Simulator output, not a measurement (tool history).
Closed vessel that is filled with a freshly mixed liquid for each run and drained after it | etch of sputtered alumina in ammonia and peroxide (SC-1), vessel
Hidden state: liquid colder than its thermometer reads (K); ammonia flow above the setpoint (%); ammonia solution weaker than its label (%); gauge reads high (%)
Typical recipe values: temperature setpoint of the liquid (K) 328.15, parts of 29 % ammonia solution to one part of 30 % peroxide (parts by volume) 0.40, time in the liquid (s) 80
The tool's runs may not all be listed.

run	hour	temperature setpoint of the liquid (K)	parts of 29 % ammonia solution to one part of 30 % peroxide (parts by volume)	time in the liquid (s)	wafers since the last listed run	hours since the thermometer was replaced	hours since the ammonia flow meter was replaced	hours since the drum of ammonia solution was connected	hours since the gauge calibration	read-back film thickness of the sputtered alumina reference wafer, read on the same gauge (nm)	thickness taken off the sputtered alumina on a monitor wafer (Å)
1	0.0	328.15	0.40	80	0	245.2	1480.5	382.9	645.5	110.01	66.5
2	98.9	328.15	0.40	80	10383	344.1	1579.4	481.8	744.4	109.96	66.2
3	186.1	328.15	0.40	80	9155	431.3	1666.6	569.0	831.6	109.99	66.3
4	228.0	328.15	0.40	80	4399	473.2	1708.5	610.9	873.5	109.99	66.4
5	276.8	328.15	0.40	40	5123	522.0	1757.3	659.7	922.3	110.01	32.8
6	318.0	328.15	0.40	80	4325	563.2	1798.5	700.9	963.5	109.99	66.4
7	416.7	332.15	0.40	80	10362	661.9	1897.2	799.6	1062.2	110.02	81.3
8	453.9	332.15	0.40	105	3905	699.1	1934.4	836.8	1099.4	109.99	106.3
9	530.5	318.15	0.55	120	8042	775.7	2011.0	913.4	1176.0	110.00	59.2
10	590.5	324.65	0.50	45	6299	835.7	2071.0	973.4	1236.0	110.02	31.5
# hour 643.3: new drum of ammonia solution connected
11	680.1	319.65	0.25	125	9302	925.3	2160.6	36.8	1325.6	110.03	62.0
12	784.6	320.65	0.30	80	10971	1029.8	2265.1	141.3	1430.1	110.02	42.9
# hour 844.0: thermometer replaced
13	859.5	332.65	0.40	100	7758	15.5	2340.0	216.2	1505.0	110.03	105.2
14	900.9	328.15	0.40	120	4346	56.9	2381.4	257.6	1546.4	110.03	98.9
15	992.3	336.65	0.40	80	9595	148.3	2472.8	349.0	1637.8	109.98	103.1
# hour 999.7: ammonia flow meter replaced
16	1055.2	328.15	0.40	80	6498	211.2	55.5	411.9	1700.7	110.02	66.3
# hour 1083.0: gauge calibrated
17	1114.1	324.15	0.40	60	6183	270.1	114.4	470.8	31.1	109.96	40.2
18	1186.9	328.15	0.30	50	7643	342.9	187.2	543.6	103.9	110.03	40.4
19	1230.6	325.15	0.40	80	4588	386.6	230.9	587.3	147.6	109.98	56.4
20	1334.7	321.65	0.40	80	10929	490.7	335.0	691.4	251.7	110.04	46.3
21	1373.0	328.15	0.40	80	4021	529.0	373.3	729.7	290.0	110.01	66.2
22	1426.4	328.15	0.40	80	5606	582.4	426.7	783.1	343.4	109.96	65.9
# hour 1443.3: new drum of ammonia solution connected
23	1519.3	328.15	0.40	115	9648	675.3	519.6	76.0	436.3	110.00	95.0
24	1571.0	321.15	0.40	80	5427	727.0	571.3	127.7	488.0	109.97	45.3
25	1621.7	322.65	0.30	105	5322	777.7	622.0	178.4	538.7	109.99	62.8
26	1703.9	323.15	0.50	120	8630	859.9	704.2	260.6	620.9	109.97	77.3
27	1751.3	324.65	0.40	80	4976	907.3	751.6	308.0	668.3	110.00	54.8

Estimate the outcome of run 28 from the log above:
28	1855.6	335.65	0.50	80	10950	1011.6	855.9	412.3	772.6	?	?

{"run 28": {"read-back film thickness of the sputtered alumina reference wafer, read on the same gauge (nm)": 109.99, "thickness taken off the sputtered alumina on a monitor wafer (Å)": 99.8}}
Minus the tool's unlogged condition, the same run would have read thickness taken off the sputtered alumina on a monitor wafer (Å) 99.8.
